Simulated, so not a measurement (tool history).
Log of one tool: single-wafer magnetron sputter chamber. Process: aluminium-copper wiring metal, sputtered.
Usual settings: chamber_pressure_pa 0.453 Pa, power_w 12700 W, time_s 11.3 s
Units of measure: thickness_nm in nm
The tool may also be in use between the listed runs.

run	hour	chamber_pressure_pa	power_w	time_s	read-back reference wafer on the same gauge, thickness_nm	thickness_nm
1	0.0	0.453	12700	10.7	267.912	251.073
2	20.3	0.453	12700	11.3	267.770	264.895
3	41.0	0.453	12700	11.3	268.030	265.959
4	55.9	0.453	12700	11.3	268.079	259.991
5	71.1	0.453	12700	11.3	267.870	261.799
6	100.9	0.453	12700	11.3	267.948	261.880
7	130.5	0.411	12700	11.3	267.880	267.848
8	148.6	0.411	12700	11.3	267.877	269.370
9	181.4	0.453	12700	11.3	267.885	256.988
# hour 194.4: sputter target and shields replaced
10	206.8	0.453	12700	11.3	267.723	251.067
11	229.0	0.453	12700	11.3	267.972	250.437
# hour 247.2: magnet pack replaced
12	247.7	0.453	12700	11.3	267.937	252.132
13	267.2	0.453	12700	11.3	268.180	250.411
14	294.3	0.453	12700	11.3	268.108	248.936
15	310.3	0.347	12700	13.0	267.854	312.444
# hour 327.9: gauge calibrated
16	332.2	0.399	13700	10.1	267.966	247.923
17	359.7	0.453	12700	11.3	267.870	247.188
18	385.9	0.345	12700	9.9	268.063	235.377
# hour 411.0: capacitance manometer re-zeroed and calibrated
19	418.5	0.453	12700	10.5	268.088	226.702
20	435.9	0.520	15000	12.4	268.159	289.363
# hour 446.2: sputter target and shields replaced, repeated, since the last time left the tool worse
21	453.4	0.453	12700	11.3	267.959	265.000
22	467.5	0.453	12700	11.3	267.907	263.842
23	484.3	0.453	13950	11.3	268.073	285.147
24	499.9	0.594	15000	13.3	267.914	318.018
25	521.1	0.499	10850	12.7	268.058	252.184
26	555.7	0.505	14500	9.5	268.025	237.590
27	574.6	0.598	11750	12.3	268.239	239.877
28	605.1	0.453	14450	9.8	267.980	252.544
29	626.2	0.453	12700	11.3	267.871	262.093
30	661.7	0.578	11800	10.0	267.890	196.220
31	688.5	0.453	12700	11.3	268.048	257.363
32	713.2	0.453	12700	11.3	267.800	256.304
# hour 727.8: sputter target and shields replaced
33	732.1	0.375	11350	11.3	268.124	256.152
34	836.1	0.453	12700	11.3	267.894	261.761
35	848.5	0.453	12700	11.3	267.997	261.749

What was the tool's hidden state at every run in the log?
true argon pressure above the setpoint (%): 0 across all the runs
gauge reads high (%): 0 across all the runs
H1: deposition rate above that of a new target (%)
run	H1
1	-0.416
2	-0.573
3	-0.774
4	-0.943
5	-1.14
6	-1.58
7	-2.1
8	-2.46
9	-3.2
10	-5.66
11	-5.71
12	-5.79
13	-5.91
14	-6.13
15	-6.29
16	-6.55
17	-6.94
18	-7.38
19	-8.02
20	-8.4
21	-0.184
22	-0.203
23	-0.25
24	-0.318
25	-0.446
26	-0.747
27	-0.958
28	-1.37
29	-1.71
30	-2.37
31	-2.95
32	-3.54
33	-0.458
34	-1.01
35	-1.14
